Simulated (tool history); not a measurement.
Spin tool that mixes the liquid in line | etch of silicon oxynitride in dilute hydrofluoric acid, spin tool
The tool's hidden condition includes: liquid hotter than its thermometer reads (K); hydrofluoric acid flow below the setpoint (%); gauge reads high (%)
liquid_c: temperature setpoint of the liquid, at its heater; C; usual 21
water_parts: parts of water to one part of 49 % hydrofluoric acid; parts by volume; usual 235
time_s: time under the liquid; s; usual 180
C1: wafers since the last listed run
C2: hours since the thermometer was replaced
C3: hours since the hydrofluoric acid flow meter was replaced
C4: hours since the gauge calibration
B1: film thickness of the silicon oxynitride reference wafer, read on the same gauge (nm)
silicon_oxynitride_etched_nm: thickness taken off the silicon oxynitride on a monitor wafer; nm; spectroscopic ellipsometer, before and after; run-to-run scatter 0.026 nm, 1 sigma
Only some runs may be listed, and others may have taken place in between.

Run 1, hour 0: usual settings; C1 0; C2 1285.1; C3 885.3; C4 762; B1 110.01. Result: silicon_oxynitride_etched_nm 1.123 nm.
Run 2, hour 22.1: usual settings; C1 114; C2 1307.2; C3 907.4; C4 784.1; B1 109.996. Result: silicon_oxynitride_etched_nm 1.195 nm.
Run 3, hour 38.7: usual settings but time_s 240 s; C1 85; C2 1323.8; C3 924; C4 800.7; B1 110.022. Result: silicon_oxynitride_etched_nm 1.589 nm.
Run 4, hour 51.3: usual settings but time_s 240 s; C1 65; C2 1336.4; C3 936.6; C4 813.3; B1 110.019. Result: silicon_oxynitride_etched_nm 1.572 nm.
Run 5, hour 80.4: usual settings but time_s 240 s; C1 150; C2 1365.5; C3 965.7; C4 842.4; B1 110.005. Result: silicon_oxynitride_etched_nm 1.596 nm.
Run 6, hour 99.3: usual settings; C1 97; C2 1384.4; C3 984.6; C4 861.3; B1 109.982. Result: silicon_oxynitride_etched_nm 1.184 nm.
Run 7, hour 131.1: usual settings; C1 164; C2 1416.2; C3 1016.4; C4 893.1; B1 110.025. Result: silicon_oxynitride_etched_nm 1.183 nm.
Run 8, hour 161.3: usual settings but time_s 230 s; C1 156; C2 1446.4; C3 1046.6; C4 923.3; B1 109.994. Result: silicon_oxynitride_etched_nm 1.505 nm.
Run 9, hour 196.1: usual settings; C1 180; C2 1481.2; C3 1081.4; C4 958.1; B1 110.018. Result: silicon_oxynitride_etched_nm 1.092 nm.
At hour 205.3: gauge calibrated.
Run 10, hour 212.1: usual settings but liquid_c 23.5 C; C1 82; C2 1497.2; C3 1097.4; C4 6.8; B1 109.97. Result: silicon_oxynitride_etched_nm 1.287 nm.
Run 11, hour 230.6: usual settings but liquid_c 23.5 C; C1 95; C2 1515.7; C3 1115.9; C4 25.3; B1 110. Result: silicon_oxynitride_etched_nm 1.276 nm.
Run 12, hour 250.5: usual settings but liquid_c 23.5 C; C1 103; C2 1535.6; C3 1135.8; C4 45.2; B1 109.994. Result: silicon_oxynitride_etched_nm 1.271 nm.
Run 13, hour 270.6: usual settings but liquid_c 17.5 C; C1 104; C2 1555.7; C3 1155.9; C4 65.3; B1 109.991. Result: silicon_oxynitride_etched_nm 0.985 nm.
Run 14, hour 296.3: usual settings but liquid_c 17.5 C; C1 133; C2 1581.4; C3 1181.6; C4 91; B1 110.009. Result: silicon_oxynitride_etched_nm 0.972 nm.
Run 15, hour 313.4: usual settings but liquid_c 18 C; C1 88; C2 1598.5; C3 1198.7; C4 108.1; B1 109.994. Result: silicon_oxynitride_etched_nm 0.962 nm.
Run 16, hour 338.6: usual settings; C1 130; C2 1623.7; C3 1223.9; C4 133.3; B1 110.016. Result: silicon_oxynitride_etched_nm 1.153 nm.
Run 17, hour 430: usual settings but liquid_c 23 C, water_parts 190 parts by volume; C1 473; C2 1715.1; C3 1315.3; C4 224.7; B1 110.001. Result: silicon_oxynitride_etched_nm 1.526 nm.
At hour 431.8: hydrofluoric acid flow meter replaced.
Run 18, hour 453.8: usual settings but time_s 135 s; C1 118; C2 1738.9; C3 22; C4 248.5; B1 110.021. Result: silicon_oxynitride_etched_nm 1.023 nm.
At hour 496.4: thermometer replaced.
Run 19, hour 511.4: usual settings but water_parts 150 parts by volume; C1 293; C2 15; C3 79.6; C4 306.1; B1 110.004. Result: silicon_oxynitride_etched_nm 2.166 nm.
Run 20, hour 530: usual settings but water_parts 300 parts by volume; C1 96; C2 33.6; C3 98.2; C4 324.7; B1 110.006. Result: silicon_oxynitride_etched_nm 0.995 nm.
Run 21, hour 559.4: usual settings but liquid_c 25.5 C, water_parts 125 parts by volume, time_s 215 s; C1 152; C2 63; C3 127.6; C4 354.1; B1 109.988. Result: silicon_oxynitride_etched_nm 3.912 nm.
Run 22, hour 594.2: usual settings; C1 180; C2 97.8; C3 162.4; C4 388.9; B1 109.982. Result: silicon_oxynitride_etched_nm 1.25 nm.
Run 23, hour 623.3: usual settings; C1 150; C2 126.9; C3 191.5; C4 418; B1 109.999. Result: silicon_oxynitride_etched_nm 1.349 nm.
Run 24, hour 646.6: usual settings; C1 120; C2 150.2; C3 214.8; C4 441.3; B1 110.004. Result: silicon_oxynitride_etched_nm 1.298 nm.
Run 25, hour 679.2: usual settings but time_s 150 s; C1 168; C2 182.8; C3 247.4; C4 473.9; B1 109.994. Result: silicon_oxynitride_etched_nm 1.104 nm.
Run 26, hour 707.3: usual settings but liquid_c 25.5 C, water_parts 125 parts by volume, time_s 215 s; C1 145; C2 210.9; C3 275.5; C4 502; B1 110. Result: silicon_oxynitride_etched_nm 3.905 nm.
Run 27, hour 723.8: usual settings but water_parts 115 parts by volume, time_s 120 s; C1 85; C2 227.4; C3 292; C4 518.5; B1 110.023. Result: silicon_oxynitride_etched_nm 1.975 nm.
Run 28, hour 737.6: usual settings but liquid_c 25.5 C, water_parts 160 parts by volume, time_s 100 s; C1 71; C2 241.2; C3 305.8; C4 532.3; B1 110.008. Result: silicon_oxynitride_etched_nm 1.342 nm.
Run 29, hour 756.1: usual settings but liquid_c 17 C, water_parts 120 parts by volume; C1 95; C2 259.7; C3 324.3; C4 550.8; B1 109.968. Result: silicon_oxynitride_etched_nm 2.297 nm.
Run 30, hour 775.1: usual settings but time_s 285 s; C1 98; C2 278.7; C3 343.3; C4 569.8; B1 109.987. Result: silicon_oxynitride_etched_nm 2.035 nm.
Run 31, hour 809: usual settings but liquid_c 19.5 C, water_parts 300 parts by volume, time_s 215 s; C1 175; C2 312.6; C3 377.2; C4 603.7; B1 109.999. Result: silicon_oxynitride_etched_nm 1.112 nm.
Run 32, hour 832.9: usual settings; C1 123; C2 336.5; C3 401.1; C4 627.6; B1 109.994. Result: silicon_oxynitride_etched_nm 1.255 nm.
Run 33, hour 851: usual settings but liquid_c 17 C, water_parts 200 parts by volume; C1 93; C2 354.6; C3 419.2; C4 645.7; B1 109.99. Result: silicon_oxynitride_etched_nm 1.241 nm.
Run 34, hour 865.2: usual settings; C1 73; C2 368.8; C3 433.4; C4 659.9; B1 110.013. Result: silicon_oxynitride_etched_nm 1.228 nm.

3 options for the next run, each taken on its own from the tool as it stands now. Forecast them:
Run A, hour 865.7: usual settings but liquid_c 25.5 C; C1 2; C2 369.3; C3 433.9; C4 660.4; B1 ?. Result: silicon_oxynitride_etched_nm ?.
Run B, hour 865.7: usual settings but liquid_c 17 C, water_parts 140 parts by volume, time_s 115 s; C1 2; C2 369.3; C3 433.9; C4 660.4; B1 ?. Result: silicon_oxynitride_etched_nm ?.
Run C, hour 865.7: usual settings but liquid_c 19 C; C1 2; C2 369.3; C3 433.9; C4 660.4; B1 ?. Result: silicon_oxynitride_etched_nm ?.

run       B1  silicon_oxynitride_etched_nm
  A  109.996                         1.538
  B  109.996                         1.194
  C  109.996                         1.153
With no hidden state in the tool, these same runs would have given:
run  silicon_oxynitride_etched_nm
  A                         1.611
  B                         1.246
  C                         1.205

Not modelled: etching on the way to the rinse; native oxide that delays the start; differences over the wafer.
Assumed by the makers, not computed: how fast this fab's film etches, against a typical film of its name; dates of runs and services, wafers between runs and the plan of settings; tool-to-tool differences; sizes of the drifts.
